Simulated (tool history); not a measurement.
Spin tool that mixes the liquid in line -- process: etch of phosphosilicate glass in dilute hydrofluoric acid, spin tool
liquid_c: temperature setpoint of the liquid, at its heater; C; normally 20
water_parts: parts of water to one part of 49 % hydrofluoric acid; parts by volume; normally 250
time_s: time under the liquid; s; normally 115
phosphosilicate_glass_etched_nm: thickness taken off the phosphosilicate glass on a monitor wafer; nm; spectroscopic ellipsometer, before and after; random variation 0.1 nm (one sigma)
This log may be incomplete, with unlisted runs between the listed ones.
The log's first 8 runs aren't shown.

| run | hour | liquid_c | water_parts | time_s | wafers since the last listed run | hours since the thermometer was replaced | hours since the hydrofluoric acid flow meter was replaced | hours since the gauge calibration | read-back film thickness of the phosphosilicate glass reference wafer, read on the same gauge (nm) | phosphosilicate_glass_etched_nm |
|---|---|---|---|---|---|---|---|---|---|---|
| 9 | 88.7 | 20 | 250 | 115 | 84 | 1659.5 | 1633.1 | 403.6 | 60.05 | 29.36 |
| 10 | 99.6 | 20 | 250 | 115 | 112 | 1670.4 | 1644 | 414.5 | 60 | 29.61 |
| 11 | 107.1 | 20 | 250 | 115 | 77 | 1677.9 | 1651.5 | 422 | 60.05 | 29.65 |
|  | 110.8 | gauge calibrated |
| 12 | 115.7 | 20 | 300 | 115 | 88 | 1686.5 | 1660.1 | 4.9 | 60.01 | 23.42 |
| 13 | 126.3 | 24 | 295 | 90 | 108 | 1697.1 | 1670.7 | 15.5 | 59.99 | 21.73 |
| 14 | 136.9 | 21.5 | 250 | 145 | 108 | 1707.7 | 1681.3 | 26.1 | 60.02 | 39.74 |
| 15 | 144.2 | 20 | 180 | 115 | 75 | 1715 | 1688.6 | 33.4 | 60.04 | 43.75 |
| 16 | 154.2 | 20 | 250 | 115 | 102 | 1725 | 1698.6 | 43.4 | 60.03 | 29.86 |
| 17 | 163.2 | 17 | 250 | 90 | 92 | 1734 | 1707.6 | 52.4 | 60.01 | 20.72 |
|  | 212.4 | hydrofluoric acid flow meter replaced |
| 18 | 212.9 | 20 | 250 | 115 | 500 | 1783.7 | 0.5 | 102.1 | 60 | 25.41 |
| 19 | 226.4 | 20 | 365 | 185 | 138 | 1797.2 | 14 | 115.6 | 60.02 | 25.26 |
| 20 | 238.2 | 24.5 | 360 | 115 | 121 | 1809 | 25.8 | 127.4 | 59.96 | 18.6 |
|  | 245.7 | thermometer replaced |
| 21 | 251.6 | 17.5 | 375 | 75 | 127 | 5.9 | 39.2 | 140.8 | 59.96 | 8.26 |
| 22 | 262.6 | 20 | 250 | 135 | 113 | 16.9 | 50.2 | 151.8 | 60.01 | 27.31 |
| 23 | 273.2 | 18.5 | 150 | 115 | 108 | 27.5 | 60.8 | 162.4 | 60 | 40.71 |
| 24 | 284.5 | 20 | 310 | 150 | 116 | 38.8 | 72.1 | 173.7 | 60.03 | 23.4 |
| 25 | 293.9 | 20 | 355 | 160 | 96 | 48.2 | 81.5 | 183.1 | 60.01 | 20.85 |
| 26 | 304.3 | 17 | 250 | 95 | 106 | 58.6 | 91.9 | 193.5 | 60.02 | 17.32 |
| 27 | 315.5 | 20 | 185 | 115 | 115 | 69.8 | 103.1 | 204.7 | 60 | 33.76 |
| 28 | 329.4 | 18.5 | 175 | 180 | 142 | 83.7 | 117 | 218.6 | 60.01 | 53.47 |
| 29 | 345.5 | 20 | 250 | 150 | 165 | 99.8 | 133.1 | 234.7 | 60.01 | 30.65 |
| 30 | 354.4 | 21.5 | 335 | 160 | 91 | 108.7 | 142 | 243.6 | 60.03 | 23.95 |
| 31 | 370.8 | 22 | 165 | 145 | 168 | 125.1 | 158.4 | 260 | 60.03 | 53.02 |

Here are 5 independent what-if runs from the current tool condition. What would each one return?
| A | 371.2 | 25 | 250 | 115 | 4 | 125.5 | 158.8 | 260.4 | ? | ? |
| B | 371.2 | 17 | 250 | 85 | 4 | 125.5 | 158.8 | 260.4 | ? | ? |
| C | 371.2 | 17 | 200 | 85 | 4 | 125.5 | 158.8 | 260.4 | ? | ? |
| D | 371.2 | 22 | 200 | 60 | 4 | 125.5 | 158.8 | 260.4 | ? | ? |
| E | 371.2 | 20 | 330 | 115 | 4 | 125.5 | 158.8 | 260.4 | ? | ? |

| run | read-back film thickness of the phosphosilicate glass reference wafer, read on the same gauge (nm) | phosphosilicate_glass_etched_nm |
|---|---|---|
| A | 59.94 | 28.12 |
| B | 59.94 | 15.44 |
| C | 59.94 | 20.17 |
| D | 59.94 | 17.29 |
| E | 59.94 | 16.53 |
Without the tool's unlogged condition, the same runs would have read:
| run | phosphosilicate_glass_etched_nm |
|---|---|
| A | 27.19 |
| B | 14.94 |
| C | 19.52 |
| D | 16.73 |
| E | 15.97 |
